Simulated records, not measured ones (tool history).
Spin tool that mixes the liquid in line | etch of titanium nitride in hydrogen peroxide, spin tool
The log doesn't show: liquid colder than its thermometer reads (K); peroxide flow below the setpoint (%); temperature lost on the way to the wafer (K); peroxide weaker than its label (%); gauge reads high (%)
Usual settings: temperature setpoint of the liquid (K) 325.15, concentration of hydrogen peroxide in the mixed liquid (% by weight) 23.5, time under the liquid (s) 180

run,hour,temperature setpoint of the liquid (K),concentration of hydrogen peroxide in the mixed liquid (% by weight),time under the liquid (s),wafers since the last listed run,hours since the thermometer was replaced,hours since the peroxide flow meter was replaced,hours since the heated supply line was repaired,hours since the drum of peroxide was connected,hours since the gauge calibration,"read-back film thickness of the titanium nitride reference wafer, read on the same gauge (nm)",thickness taken off the titanium nitride on a monitor wafer (Å)
1,0.0,325.15,23.5,180,0,1739.9,276.3,1986.8,107.0,946.7,30.02,62.5
2,90.5,325.15,23.5,180,743,1830.4,366.8,2077.3,197.5,1037.2,30.00,62.4
3,148.7,325.15,23.5,180,478,1888.6,425.0,2135.5,255.7,1095.4,29.99,62.0
4,248.6,325.15,23.5,180,820,1988.5,524.9,2235.4,355.6,1195.3,30.00,62.2
# hour 278.8: new drum of peroxide connected
5,288.7,325.15,23.5,180,321,2028.6,565.0,2275.5,9.9,1235.4,29.97,62.6
6,351.1,325.15,23.5,180,512,2091.0,627.4,2337.9,72.3,1297.8,30.02,61.5
7,410.3,322.65,23.5,260,486,2150.2,686.6,2397.1,131.5,1357.0,29.98,74.9
8,501.3,325.15,20.0,255,747,2241.2,777.6,2488.1,222.5,1448.0,29.99,84.4
9,605.0,325.15,20.0,255,851,2344.9,881.3,2591.8,326.2,1551.7,29.96,83.6
# hour 703.8: peroxide flow meter replaced
10,712.1,325.15,23.5,180,871,2452.0,8.3,2698.9,433.3,1658.8,30.00,62.1
# hour 763.9: new drum of peroxide connected
11,802.9,329.15,23.5,180,737,2542.8,99.1,2789.7,39.0,1749.6,30.01,83.9
12,857.4,325.15,25.5,240,447,2597.3,153.6,2844.2,93.5,1804.1,29.98,85.4
# hour 860.5: gauge calibrated
# hour 883.4: thermometer replaced
13,936.5,325.15,23.5,180,641,53.1,232.7,2923.3,172.6,76.0,30.02,62.4
14,1027.8,325.15,23.5,180,749,144.4,324.0,3014.6,263.9,167.3,29.99,61.8
# hour 1033.9: heated supply line repaired
15,1114.6,328.15,17.5,180,704,231.2,410.8,80.7,350.7,254.1,30.04,71.5
# hour 1151.3: new drum of peroxide connected
16,1188.5,325.15,20.5,135,598,305.1,484.7,154.6,37.2,328.0,29.99,45.6
17,1247.3,325.15,23.5,85,482,363.9,543.5,213.4,96.0,386.8,30.00,29.2
18,1350.6,325.15,23.5,180,848,467.2,646.8,316.7,199.3,490.1,30.01,62.1
19,1449.2,325.15,23.5,275,809,565.8,745.4,415.3,297.9,588.7,30.01,93.2
20,1495.1,325.15,23.5,70,377,611.7,791.3,461.2,343.8,634.6,29.99,23.9
21,1547.5,325.15,29.0,275,430,664.1,843.7,513.6,396.2,687.0,29.99,96.7
# hour 1603.9: new drum of peroxide connected
22,1640.5,325.15,29.0,115,755,757.1,936.7,606.6,36.6,780.0,30.00,41.0
# hour 1643.7: peroxide flow meter replaced
23,1734.8,321.15,26.0,225,766,851.4,91.1,700.9,130.9,874.3,29.99,60.0
24,1838.4,315.65,23.5,210,850,955.0,194.7,804.5,234.5,977.9,30.01,36.3
25,1877.3,325.15,30.0,180,319,993.9,233.6,843.4,273.4,1016.8,30.00,65.7
26,1919.2,318.15,27.5,180,344,1035.8,275.5,885.3,315.3,1058.7,29.99,38.3

Forecast each of these 3 alternatives for the next run:
A,1919.7,325.15,23.5,180,4,1036.3,276.0,885.8,315.8,1059.2,?,?
B,1919.7,325.15,27.5,180,4,1036.3,276.0,885.8,315.8,1059.2,?,?
C,1919.7,328.15,30.0,220,4,1036.3,276.0,885.8,315.8,1059.2,?,?

run,"read-back film thickness of the titanium nitride reference wafer, read on the same gauge (nm)",thickness taken off the titanium nitride on a monitor wafer (Å)
A,29.99,62.3
B,29.99,64.5
C,29.99,99.3
Without the tool's hidden state the same runs would have given:
run,thickness taken off the titanium nitride on a monitor wafer (Å)
A,63.7
B,65.9
C,101.5

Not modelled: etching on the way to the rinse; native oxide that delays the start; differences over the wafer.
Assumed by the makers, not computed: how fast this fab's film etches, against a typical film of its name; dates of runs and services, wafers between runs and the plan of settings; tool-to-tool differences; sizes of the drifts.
